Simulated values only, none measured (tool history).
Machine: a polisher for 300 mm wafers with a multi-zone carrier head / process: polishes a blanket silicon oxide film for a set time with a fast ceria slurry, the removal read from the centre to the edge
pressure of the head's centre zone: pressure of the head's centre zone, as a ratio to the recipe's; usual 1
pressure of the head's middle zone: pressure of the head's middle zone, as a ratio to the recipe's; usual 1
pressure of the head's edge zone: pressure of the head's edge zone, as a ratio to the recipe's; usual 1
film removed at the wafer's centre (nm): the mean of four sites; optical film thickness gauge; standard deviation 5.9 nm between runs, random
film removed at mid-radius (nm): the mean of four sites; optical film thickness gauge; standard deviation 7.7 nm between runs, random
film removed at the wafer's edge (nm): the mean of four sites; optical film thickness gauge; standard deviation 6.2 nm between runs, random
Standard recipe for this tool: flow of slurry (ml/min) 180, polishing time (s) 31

run	day	flow of slurry (ml/min)	pressure of the head's centre zone	pressure of the head's middle zone	pressure of the head's edge zone	polishing time (s)	incoming thickness of the incoming film, nm	film removed at the wafer's centre (nm)	film removed at mid-radius (nm)	film removed at the wafer's edge (nm)
1	0	180	1	1	1	31	1701.4	545.4	557.7	544.9
# day 1.388: centre zone pressure recalibrated
# day 1.508: slurry nozzle cleaned
2	1.904	180	1	1	1	31	1678	524.9	540.9	544.7
3	6.129	180	1	1	1	31	1685.5	512.4	518.9	511
# day 6.546: worn pad replaced by a new one
4	9.867	180	1	1	1	31	1660	548.9	553.2	554.1
5	11.567	180	1	1	1	31	1705.8	537.1	537.3	562.8
6	15.529	180	0.94	1	1	31	1674.4	499.4	542.1	546.1
# day 17.921: worn pad replaced by a new one
7	17.942	180	0.94	1	1	31	1663.8	471.4	509	505.4
8	19.35	180	0.94	1	1	31	1669.2	473.3	520	519.3
9	22.604	180	1	1	1	31	1681.6	510.6	509.7	514.8
10	25.571	180	1	1	1	31	1687.9	498.7	497.7	507.5
# day 27: centre zone pressure recalibrated
11	27.312	205	1	1	0.97	31	1660.6	510.4	511.8	489
# day 29.317: worn pad replaced by a new one, repeated, since the last time left the tool worse
# day 39.875: slurry nozzle cleaned
12	40.417	240	1	1.08	0.91	31	1684	555	601.3	523.4
# day 40.917: worn pad replaced by a new one
# day 42.258: carrier head's membrane replaced by a new one
13	42.279	180	1	1	1	31	1671.7	545.2	566.6	567.5
14	45.867	180	0.94	1	1	24	1674.6	393.4	425.4	434.5
15	48.067	215	1	1	1.08	36	1700.7	660.7	654.5	685.7
# day 50.004: edge zone pressure recalibrated
16	50.517	180	1.07	1	0.93	31	1662.6	564.4	542.7	517.6
# day 52.708: worn pad replaced by a new one
17	52.729	180	1	0.97	0.88	31	1664.2	554.7	546.7	529.7
18	56.017	230	1.1	1	0.96	21	1689	436.8	397.2	380.6
# day 57.025: centre zone pressure recalibrated
19	58.7	180	1	0.88	1	31	1698.8	548.3	508.6	558.2
20	60.838	210	0.91	1.11	1	31	1713.9	505.5	610	557.6
21	64.25	180	1	1	1	31	1685.1	528.2	530.9	535.6

What if the next run were any one of these 3? Each begins from the tool's condition after run 21:
A	64.267	180	1	1	1	31	1664.8	?	?	?
B	64.267	205	0.92	1	1	26	1664.8	?	?	?
C	64.267	155	1	1	1	31	1664.8	?	?	?

run	film removed at the wafer's centre (nm)	film removed at mid-radius (nm)	film removed at the wafer's edge (nm)
A	528.7	536.1	539.7
B	416	458.1	458.8
C	514.9	523.7	530.5
What these runs would have given with no unlogged condition in the tool:
run	film removed at the wafer's centre (nm)	film removed at mid-radius (nm)	film removed at the wafer's edge (nm)
A	555.4	563.3	567
B	437.1	481.3	482
C	541	550.2	557.3

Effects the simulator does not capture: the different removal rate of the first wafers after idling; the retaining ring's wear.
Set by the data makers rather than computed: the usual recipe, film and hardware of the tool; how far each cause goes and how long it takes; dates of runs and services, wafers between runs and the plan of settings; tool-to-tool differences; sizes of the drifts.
